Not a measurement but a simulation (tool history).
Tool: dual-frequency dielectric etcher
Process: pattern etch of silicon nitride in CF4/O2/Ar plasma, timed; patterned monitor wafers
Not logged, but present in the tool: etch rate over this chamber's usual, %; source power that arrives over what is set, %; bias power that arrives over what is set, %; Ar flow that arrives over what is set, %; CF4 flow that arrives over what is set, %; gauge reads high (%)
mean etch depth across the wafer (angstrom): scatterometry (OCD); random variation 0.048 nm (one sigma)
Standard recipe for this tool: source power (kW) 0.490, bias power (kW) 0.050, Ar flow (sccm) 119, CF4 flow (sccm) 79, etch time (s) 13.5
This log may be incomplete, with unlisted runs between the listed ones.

run   hour  source power (kW)  bias power (kW)  Ar flow (sccm)  CF4 flow (sccm)  etch time (s)  wafers since the last listed run  hours since the last wet clean  hours since the last source power generator calibration  hours since the last bias power generator calibration  hours since the last Ar flow controller change  hours since the last CF4 flow controller change  hours since the last upper electrode change  hours since the gauge calibration  read-back reference wafer on the same gauge, depth_nm  mean etch depth across the wafer (angstrom)
  1    0.0              0.490            0.050             119               79           13.5                                 0                           100.9                                                   1727.0                                                 3046.0                                          4521.1                                           4235.3                                       3868.2                              343.6                                                  25.39                                        224.8
  2   60.9              0.490            0.050             119               79           13.5                              1079                           161.8                                                   1787.9                                                 3106.9                                          4582.0                                           4296.2                                       3929.1                              404.5                                                  25.39                                        224.1
      70.0  -- gauge calibrated
  3  120.4              0.490            0.050             119               79           13.5                              1054                           221.3                                                   1847.4                                                 3166.4                                          4641.5                                           4355.7                                       3988.6                               50.4                                                  25.37                                        226.1
  4  153.5              0.490            0.050             119               79           13.5                               586                           254.4                                                   1880.5                                                 3199.5                                          4674.6                                           4388.8                                       4021.7                               83.5                                                  25.40                                        225.8
  5  179.6              0.490            0.050             119               79           13.5                               462                           280.5                                                   1906.6                                                 3225.6                                          4700.7                                           4414.9                                       4047.8                              109.6                                                  25.43                                        226.2
     206.6  -- Ar flow controller replaced
  6  207.1              0.490            0.050             119               79           13.5                               381                           308.0                                                   1934.1                                                 3253.1                                             0.5                                           4442.4                                       4075.3                              137.1                                                  25.41                                        226.5
     238.4  -- wet clean of the chamber
  7  238.9              0.490            0.050             119               79           13.5                               138                             0.5                                                   1965.9                                                 3284.9                                            32.3                                           4474.2                                       4107.1                              168.9                                                  25.42                                        222.5
     259.5  -- CF4 flow controller replaced
  8  281.5              0.490            0.050             119               79           13.5                               648                            43.1                                                   2008.5                                                 3327.5                                            74.9                                             22.0                                       4149.7                              211.5                                                  25.39                                        223.3
     306.3  -- source power generator calibrated
  9  330.7              0.560            0.050             119               67           13.5                               801                            92.3                                                     24.4                                                 3376.7                                           124.1                                             71.2                                       4198.9                              260.7                                                  25.43                                        250.2
     355.0  -- upper electrode replaced
 10  381.9              0.490            0.050             119               79           13.5                               482                           143.5                                                     75.6                                                 3427.9                                           175.3                                            122.4                                         26.9                              311.9                                                  25.42                                        224.4

Run 11, settings as shown, results not yet in. Your forecast:
 11  427.6              0.490            0.050             119               79           13.5                               809                           189.2                                                    121.3                                                 3473.6                                           221.0                                            168.1                                         72.6                              357.6                                                      ?                                            ?

Run 11 yielded read-back reference wafer on the same gauge, depth_nm 25.39, mean etch depth across the wafer (angstrom) 224.9.
On a tool with no hidden condition, and with the same random variation, this run would have come out at mean etch depth across the wafer (angstrom) 223.1.
